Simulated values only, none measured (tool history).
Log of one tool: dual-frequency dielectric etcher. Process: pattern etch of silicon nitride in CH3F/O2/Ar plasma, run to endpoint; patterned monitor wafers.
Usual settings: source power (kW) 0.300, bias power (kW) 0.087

run   hour  source power (kW)  bias power (kW)  incoming incoming film thickness, nm  endpoint time (s)
  1    0.0              0.300            0.087                                 33.06               54.1
  2    6.5              0.300            0.087                                 32.50               53.7
  3   22.6              0.300            0.087                                 33.08               54.7
  4   66.0              0.300            0.087                                 32.97               54.5
  5   72.9              0.300            0.087                                 33.00               54.8
  6   87.1              0.300            0.087                                 32.49               53.7
  7  103.4              0.250            0.080                                 32.87               61.6
  8  110.4              0.300            0.087                                 33.02               54.4
     138.7  -- upper electrode replaced
  9  139.2              0.300            0.087                                 32.58               53.7
 10  139.5              0.300            0.087                                 32.59               54.0
 11  144.1              0.300            0.087                                 32.87               54.9
 12  153.0              0.300            0.087                                 32.93               54.6
 13  163.3              0.300            0.087                                 33.01               54.8
 14  169.3              0.300            0.082                                 33.03               57.0
 15  183.0              0.300            0.082                                 33.36               57.5
 16  193.2              0.260            0.087                                 33.10               58.4
 17  202.9              0.270            0.080                                 32.82               60.0
 18  215.7              0.240            0.101                                 32.73               55.2
 19  222.4              0.300            0.087                                 32.78               55.0
 20  231.8              0.350            0.106                                 33.12               46.3
     241.3  -- bias power generator calibrated
 21  241.8              0.300            0.087                                 32.87               54.8
     266.0  -- wet clean of the chamber
 22  266.5              0.320            0.068                                 32.94               60.5
 23  266.8              0.300            0.087                                 33.10               53.9
 24  271.2              0.300            0.087                                 32.76               53.4
     283.1  -- source power generator calibrated
 25  284.5              0.300            0.087                                 32.98               53.9
 26  299.4              0.230            0.087                                 33.51               61.1
 27  308.6              0.280            0.068                                 33.05               64.2
 28  315.8              0.260            0.068                                 32.53               65.3
 29  326.8              0.350            0.104                                 32.80               45.6
 30  335.3              0.380            0.076                                 33.01               52.9
 31  349.3              0.270            0.098                                 33.05               52.7
 32  358.0              0.300            0.069                                 32.98               61.9
 33  375.1              0.240            0.072                                 32.96               66.7
 34  391.7              0.360            0.107                                 32.81               44.4

What the log doesn't show, run by run:
source power that arrives over what is set, %: 0 in every run
bias power that arrives over what is set, %: 0 in every run
H1: etch rate over this chamber's usual, %
run       H1
  1    -1.23
  2    -1.27
  3    -1.36
  4    -1.62
  5    -1.66
  6    -1.75
  7    -1.85
  8    -1.89
  9    -2.06
 10    -2.06
 11    -2.09
 12    -2.14
 13    -2.21
 14    -2.24
 15    -2.32
 16    -2.39
 17    -2.44
 18    -2.52
 19    -2.56
 20    -2.62
 21    -2.68
 22  -0.0295
 23  -0.0313
 24  -0.0577
 25   -0.137
 26   -0.227
 27   -0.282
 28   -0.325
 29   -0.391
 30   -0.442
 31   -0.526
 32   -0.578
 33    -0.68
 34    -0.78
